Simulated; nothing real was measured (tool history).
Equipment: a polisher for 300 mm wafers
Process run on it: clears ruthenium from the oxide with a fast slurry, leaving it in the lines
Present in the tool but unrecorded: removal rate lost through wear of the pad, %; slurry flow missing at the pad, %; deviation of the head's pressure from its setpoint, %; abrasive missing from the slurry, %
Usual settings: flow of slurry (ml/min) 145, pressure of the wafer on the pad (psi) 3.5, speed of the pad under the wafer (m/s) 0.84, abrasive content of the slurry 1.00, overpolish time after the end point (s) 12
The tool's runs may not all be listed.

| run | day | flow of slurry (ml/min) | pressure of the wafer on the pad (psi) | speed of the pad under the wafer (m/s) | abrasive content of the slurry | overpolish time after the end point (s) | wafers since the last listed run | wafers polished on this pad | hours since the slurry nozzle was cleaned | hours since the head pressure was calibrated | hours since the slurry blender was calibrated | incoming thickness of the incoming film, nm | time until the end point was called (s) | dishing of a wide line in a test structure (nm) |
|---|---|---|---|---|---|---|---|---|---|---|---|---|---|---|
| 1 | 0.000 | 145 | 3.5 | 0.72 | 1.00 | 12 | 0 | 1044 | 120.0 | 743.9 | 276.5 | 280.4 | 82.6 | 28.6 |
|  | 1.029 | worn pad replaced by a new one |
| 2 | 1.262 | 145 | 3.5 | 0.72 | 1.00 | 12 | 204 | 43 | 150.3 | 774.2 | 306.8 | 279.6 | 80.0 | 30.2 |
| 3 | 2.033 | 145 | 3.5 | 0.72 | 1.00 | 12 | 144 | 188 | 168.8 | 792.7 | 325.3 | 276.6 | 77.4 | 29.4 |
| 4 | 3.308 | 145 | 3.5 | 0.84 | 1.00 | 12 | 238 | 426 | 199.4 | 823.3 | 355.9 | 283.9 | 75.4 | 29.6 |
| 5 | 4.558 | 145 | 3.5 | 0.84 | 1.00 | 12 | 233 | 660 | 229.4 | 853.3 | 385.9 | 278.4 | 77.8 | 27.8 |
| 6 | 5.458 | 145 | 3.5 | 0.84 | 1.00 | 12 | 168 | 828 | 251.0 | 874.9 | 407.5 | 281.6 | 86.3 | 28.0 |
|  | 5.721 | slurry nozzle cleaned |
|  | 5.871 | head pressure recalibrated |
| 7 | 6.946 | 145 | 3.5 | 0.84 | 1.00 | 12 | 254 | 1083 | 29.4 | 25.8 | 443.2 | 281.5 | 72.1 | 31.3 |
| 8 | 7.667 | 160 | 2.8 | 1.04 | 1.25 | 12 | 134 | 1217 | 46.7 | 43.1 | 460.5 | 282.3 | 64.3 | 33.1 |
|  | 8.529 | slurry blender recalibrated |
| 9 | 8.550 | 185 | 2.8 | 0.84 | 1.00 | 6 | 149 | 1367 | 67.9 | 64.3 | 0.5 | 280.2 | 87.4 | 17.1 |
|  | 9.142 | worn pad replaced by a new one |
| 10 | 9.700 | 95 | 3.5 | 0.84 | 1.10 | 12 | 183 | 104 | 95.5 | 91.9 | 28.1 | 282.9 | 74.9 | 31.2 |
| 11 | 10.462 | 145 | 3.5 | 0.84 | 1.00 | 12 | 142 | 247 | 113.8 | 110.2 | 46.4 | 280.0 | 71.1 | 31.0 |
| 12 | 11.446 | 145 | 3.5 | 0.84 | 1.10 | 12 | 183 | 430 | 137.4 | 133.8 | 70.0 | 277.3 | 68.4 | 31.8 |
| 13 | 12.721 | 95 | 3.5 | 0.84 | 1.10 | 12 | 238 | 669 | 168.0 | 164.4 | 100.6 | 280.6 | 82.3 | 29.0 |
| 14 | 13.517 | 190 | 4.6 | 0.84 | 1.25 | 8 | 148 | 818 | 187.1 | 183.5 | 119.7 | 277.1 | 51.9 | 28.0 |

Some steps in time until the end point was called (s), run to run, broken into two amounts with sign: the step expected even without the hidden condition (settings, incoming material, random variation), and the rest, left for the hidden condition together with whatever gauge scatter is not in both the measured and the hidden-condition-free result:
Run 6 -> 7: slurry nozzle cleaned, head pressure recalibrated. time until the end point was called (s) -14.2: hidden state -11.5, all else -2.7.
Run 13 -> 14: flow of slurry (ml/min) 95 -> 190, pressure of the wafer on the pad (psi) 3.5 -> 4.6, abrasive content of the slurry 1.10 -> 1.25, overpolish time after the end point (s) 12 -> 8. time until the end point was called (s) -30.4: hidden state -5.1, all else -25.3.

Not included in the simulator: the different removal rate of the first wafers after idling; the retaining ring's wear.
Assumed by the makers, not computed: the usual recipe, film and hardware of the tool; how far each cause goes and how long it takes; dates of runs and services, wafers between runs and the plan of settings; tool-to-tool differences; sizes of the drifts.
